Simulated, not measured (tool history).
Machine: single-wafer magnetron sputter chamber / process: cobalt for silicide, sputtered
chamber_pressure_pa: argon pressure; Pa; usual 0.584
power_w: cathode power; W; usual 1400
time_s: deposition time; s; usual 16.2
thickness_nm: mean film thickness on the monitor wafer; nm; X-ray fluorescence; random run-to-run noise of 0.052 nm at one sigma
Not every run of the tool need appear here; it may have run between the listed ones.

run     day  chamber_pressure_pa  power_w  time_s  read-back reference wafer on the same gauge, thickness_nm  thickness_nm
  1   0.000                0.718     1400    17.8                                                      9.192        10.978
  2   0.546                0.718     1400    17.8                                                      9.211        11.018
  3   1.796                0.584     1400    16.2                                                      9.200        10.685
      2.117  -- gauge calibrated
      2.833  -- sputter target and shields replaced
  4   2.958                0.431     1400    18.1                                                      9.200        12.779
  5   4.396                0.431     1400    18.1                                                      9.194        12.817
  6   4.983                0.431     1400    18.1                                                      9.203        12.935
  7   5.542                0.584     1400    17.9                                                      9.204        11.735
  8   6.888                0.584     1400    17.9                                                      9.190        11.807
      8.246  -- sputter target and shields replaced
  9   8.333                0.584     1400    17.9                                                      9.190        11.830
 10   9.058                0.584     1400    16.2                                                      9.202        10.747
 11   9.792                0.584     1400    16.2                                                      9.202        10.668
     10.229  -- magnet pack replaced
 12  11.125                0.584     1400    16.2                                                      9.201        10.621
     12.542  -- capacitance manometer re-zeroed and calibrated
 13  12.562                0.584     1400    16.2                                                      9.197        10.661
 14  12.925                0.353     1300    16.2                                                      9.195        10.991
     14.321  -- sputter target and shields replaced
 15  14.342                0.584     1400    16.2                                                      9.188        10.609
 16  15.025                0.584     1400    16.2                                                      9.201        10.601
     15.996  -- gauge calibrated
 17  17.938                0.761     1650    19.1                                                      9.210        13.646
 18  18.442                0.746     1500    16.2                                                      9.203        10.577
     19.404  -- sputter target and shields replaced
 19  19.725                0.584     1400    16.2                                                      9.188        10.569
 20  21.088                0.480     1550    13.4                                                      9.190        10.220
 21  22.271                0.584     1700    14.2                                                      9.203        11.279
 22  23.150                0.584     1400    16.2                                                      9.211        10.658
 23  24.133                0.584     1400    18.9                                                      9.204        12.432
     24.942  -- sputter target and shields replaced
 24  25.450                0.584     1700    16.2                                                      9.193        12.805
 25  26.796                0.754     1050    18.0                                                      9.207         8.178

Consider 4 possible next runs. They are alternatives, not a sequence: every one starts from the tool as it was left by run 25. What does each give?
  A  26.812                0.584     1650    16.2                                                          ?             ?
  B  26.812                0.466     1400    17.2                                                          ?             ?
  C  26.812                0.414     1500    13.5                                                          ?             ?
  D  26.812                0.584     1400    15.2                                                          ?             ?

run  read-back reference wafer on the same gauge, thickness_nm  thickness_nm
  A                                                      9.199        12.559
  B                                                      9.199        11.989
  C                                                      9.199        10.344
  D                                                      9.199        10.002
Take away the tool's hidden state, keep each run's random variation, and the runs would have read:
run  thickness_nm
  A        12.559
  B        11.989
  C        10.344
  D        10.002
